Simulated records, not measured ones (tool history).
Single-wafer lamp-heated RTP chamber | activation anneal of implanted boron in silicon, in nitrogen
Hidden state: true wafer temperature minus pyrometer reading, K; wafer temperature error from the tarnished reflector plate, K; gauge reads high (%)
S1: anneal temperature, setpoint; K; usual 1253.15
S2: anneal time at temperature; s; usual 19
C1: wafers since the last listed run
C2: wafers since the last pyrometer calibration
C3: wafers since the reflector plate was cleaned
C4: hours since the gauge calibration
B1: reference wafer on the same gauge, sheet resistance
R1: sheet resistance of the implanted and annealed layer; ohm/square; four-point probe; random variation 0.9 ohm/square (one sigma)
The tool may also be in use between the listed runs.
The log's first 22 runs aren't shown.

| run | hour | S1 | S2 | C1 | C2 | C3 | C4 | B1 | R1 |
|---|---|---|---|---|---|---|---|---|---|
| 23 | 1238 | 1231.15 | 13 | 760 | 1554 | 7607 | 1854.8 | 477.26 | 610.77 |
|  | 1240.7 | gauge calibrated |
| 24 | 1278.2 | 1265.15 | 19 | 461 | 2015 | 8068 | 37.5 | 483.04 | 596.95 |
| 25 | 1313.1 | 1253.15 | 19 | 400 | 2415 | 8468 | 72.4 | 482.7 | 596.39 |
| 26 | 1383.3 | 1253.15 | 19 | 805 | 3220 | 9273 | 142.6 | 482.27 | 597.06 |
|  | 1440.3 | reflector plate cleaned |
| 27 | 1440.8 | 1261.15 | 12 | 567 | 3788 | 6 | 200.1 | 481.74 | 595.46 |
| 28 | 1466.3 | 1253.15 | 19 | 292 | 4080 | 298 | 225.6 | 481.57 | 594.26 |
| 29 | 1522.7 | 1229.15 | 15 | 646 | 4727 | 945 | 282 | 481.21 | 615.37 |
| 30 | 1557.2 | 1224.15 | 9 | 395 | 5123 | 1341 | 316.5 | 480.97 | 628.35 |
| 31 | 1592.8 | 1273.15 | 12 | 408 | 5531 | 1749 | 352.1 | 480.86 | 593.14 |
| 32 | 1655.2 | 1253.15 | 27 | 715 | 6247 | 2465 | 414.5 | 480.74 | 593.15 |
| 33 | 1710.5 | 1245.15 | 26 | 634 | 6881 | 3099 | 469.8 | 480.66 | 595.27 |
| 34 | 1768.9 | 1253.15 | 19 | 669 | 7551 | 3769 | 528.2 | 480.09 | 595.24 |

Forecast run 35:
| 35 | 1837.7 | 1253.15 | 19 | 789 | 8340 | 4558 | 597 | ? | ? |

B1: 479.99
R1: 593.06 ohm/square
Without the tool's hidden state the same run would have given R1 596.86 ohm/square.

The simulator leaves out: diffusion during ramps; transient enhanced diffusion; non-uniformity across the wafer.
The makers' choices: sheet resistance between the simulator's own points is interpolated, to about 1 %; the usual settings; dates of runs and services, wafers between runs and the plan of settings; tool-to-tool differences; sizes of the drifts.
